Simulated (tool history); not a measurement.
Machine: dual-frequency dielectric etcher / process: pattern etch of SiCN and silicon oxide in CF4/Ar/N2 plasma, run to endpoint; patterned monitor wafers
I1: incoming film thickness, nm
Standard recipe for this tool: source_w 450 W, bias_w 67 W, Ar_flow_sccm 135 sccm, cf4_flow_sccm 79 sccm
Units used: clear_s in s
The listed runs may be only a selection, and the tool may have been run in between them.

{"run": 1, "hour": 0.0, "source_w": 450, "bias_w": 67, "Ar_flow_sccm": 135, "cf4_flow_sccm": 79, "I1": 10.19, "clear_s": 12.5}
{"run": 2, "hour": 148.1, "source_w": 450, "bias_w": 67, "Ar_flow_sccm": 135, "cf4_flow_sccm": 79, "I1": 10.23, "clear_s": 12.6}
{"run": 3, "hour": 273.0, "source_w": 450, "bias_w": 67, "Ar_flow_sccm": 135, "cf4_flow_sccm": 79, "I1": 10.15, "clear_s": 12.5}
{"run": 4, "hour": 314.7, "source_w": 450, "bias_w": 67, "Ar_flow_sccm": 135, "cf4_flow_sccm": 79, "I1": 10.17, "clear_s": 12.5}
{"run": 5, "hour": 357.3, "source_w": 450, "bias_w": 80, "Ar_flow_sccm": 135, "cf4_flow_sccm": 79, "I1": 10.16, "clear_s": 12.1}
{"run": 6, "hour": 425.8, "source_w": 450, "bias_w": 80, "Ar_flow_sccm": 135, "cf4_flow_sccm": 79, "I1": 10.27, "clear_s": 12.3}
{"run": 7, "hour": 479.2, "source_w": 450, "bias_w": 67, "Ar_flow_sccm": 135, "cf4_flow_sccm": 67, "I1": 10.02, "clear_s": 12.4}
{"run": 8, "hour": 540.6, "source_w": 450, "bias_w": 67, "Ar_flow_sccm": 135, "cf4_flow_sccm": 67, "I1": 10.22, "clear_s": 12.8}
{"run": 9, "hour": 578.6, "source_w": 450, "bias_w": 67, "Ar_flow_sccm": 135, "cf4_flow_sccm": 79, "I1": 10.19, "clear_s": 12.5}
{"run": 10, "hour": 649.4, "source_w": 450, "bias_w": 67, "Ar_flow_sccm": 135, "cf4_flow_sccm": 79, "I1": 10.31, "clear_s": 12.7}
{"run": 11, "hour": 701.0, "source_w": 450, "bias_w": 67, "Ar_flow_sccm": 135, "cf4_flow_sccm": 79, "I1": 10.23, "clear_s": 12.5}
{"run": 12, "hour": 731.1, "source_w": 450, "bias_w": 67, "Ar_flow_sccm": 146, "cf4_flow_sccm": 65, "I1": 10.23, "clear_s": 13.0}
{"run": 13, "hour": 793.6, "source_w": 380, "bias_w": 51, "Ar_flow_sccm": 135, "cf4_flow_sccm": 79, "I1": 10.2, "clear_s": 15.9}
{"run": 14, "hour": 862.6, "source_w": 530, "bias_w": 67, "Ar_flow_sccm": 135, "cf4_flow_sccm": 79, "I1": 10.25, "clear_s": 10.9}
{"run": 15, "hour": 887.5, "source_w": 450, "bias_w": 67, "Ar_flow_sccm": 135, "cf4_flow_sccm": 79, "I1": 10.21, "clear_s": 12.9}
{"run": 16, "hour": 939.8, "source_w": 520, "bias_w": 81, "Ar_flow_sccm": 152, "cf4_flow_sccm": 87, "I1": 10.21, "clear_s": 10.5}
{"run": 17, "hour": 1008.8, "source_w": 450, "bias_w": 67, "Ar_flow_sccm": 135, "cf4_flow_sccm": 79, "I1": 10.09, "clear_s": 12.7}
{"run": 18, "hour": 1038.9, "source_w": 450, "bias_w": 67, "Ar_flow_sccm": 135, "cf4_flow_sccm": 79, "I1": 10.27, "clear_s": 13.0}
{"run": 19, "hour": 1090.2, "source_w": 400, "bias_w": 67, "Ar_flow_sccm": 145, "cf4_flow_sccm": 92, "I1": 10.1, "clear_s": 14.4}
{"run": 20, "hour": 1146.2, "source_w": 450, "bias_w": 67, "Ar_flow_sccm": 135, "cf4_flow_sccm": 79, "I1": 10.29, "clear_s": 13.0}
{"run": 21, "hour": 1180.7, "source_w": 520, "bias_w": 81, "Ar_flow_sccm": 152, "cf4_flow_sccm": 87, "I1": 10.25, "clear_s": 10.7}
{"run": 22, "hour": 1241.6, "source_w": 540, "bias_w": 50, "Ar_flow_sccm": 118, "cf4_flow_sccm": 92, "I1": 10.28, "clear_s": 10.6}
{"run": 23, "hour": 1346.4, "source_w": 450, "bias_w": 79, "Ar_flow_sccm": 135, "cf4_flow_sccm": 95, "I1": 10.24, "clear_s": 12.3}
{"run": 24, "hour": 1389.8, "source_w": 410, "bias_w": 74, "Ar_flow_sccm": 147, "cf4_flow_sccm": 73, "I1": 10.2, "clear_s": 14.4}
{"run": 25, "hour": 1441.2, "source_w": 450, "bias_w": 67, "Ar_flow_sccm": 166, "cf4_flow_sccm": 79, "I1": 10.24, "clear_s": 13.1}

Withheld: 8 entries from between the runs. Position of each, and hidden state at the listed run before versus the listed run after:
In the gap between runs 1 and 2: wet clean of the chamber (hour 18.0)
  source power that arrives over what is set, %: 2.94 -> 3.15
  the result without the hidden state subtracted from the measured one, clear_s: -0.4 -> -0.4 s
In the gap between runs 7 and 8: wet clean of the chamber (hour 540.1)
  source power that arrives over what is set, %: 3.62 -> 3.71
  the result without the hidden state subtracted from the measured one, clear_s: -0.5 -> -0.6 s
In the gap between runs 11 and 12: upper electrode replaced (hour 726.8)
  source power that arrives over what is set, %: 3.94 -> 3.98
  the result without the hidden state subtracted from the measured one, clear_s: -0.6 -> -0.5 s
In the gap between runs 13 and 14: source power generator calibrated (hour 845.3)
  source power that arrives over what is set, %: 4.07 -> 0.706
  the result without the hidden state subtracted from the measured one, clear_s: -0.7 -> -0.1 s
In the gap between runs 14 and 15: Ar flow controller replaced (hour 876.5)
  source power that arrives over what is set, %: 0.706 -> 0.741
  the result without the hidden state subtracted from the measured one, clear_s: -0.1 -> -0.2 s
In the gap between runs 18 and 19: CF4 flow controller replaced (hour 1045.4)
  source power that arrives over what is set, %: 0.956 -> 1.03
  the result without the hidden state subtracted from the measured one, clear_s: -0.1 -> -0.2 s
In the gap between runs 19 and 20: wet clean of the chamber (hour 1116.5); bias power generator calibrated (hour 1135.4)
  source power that arrives over what is set, %: 1.03 -> 1.11
  the result without the hidden state subtracted from the measured one, clear_s: -0.2 -> -0.2 s
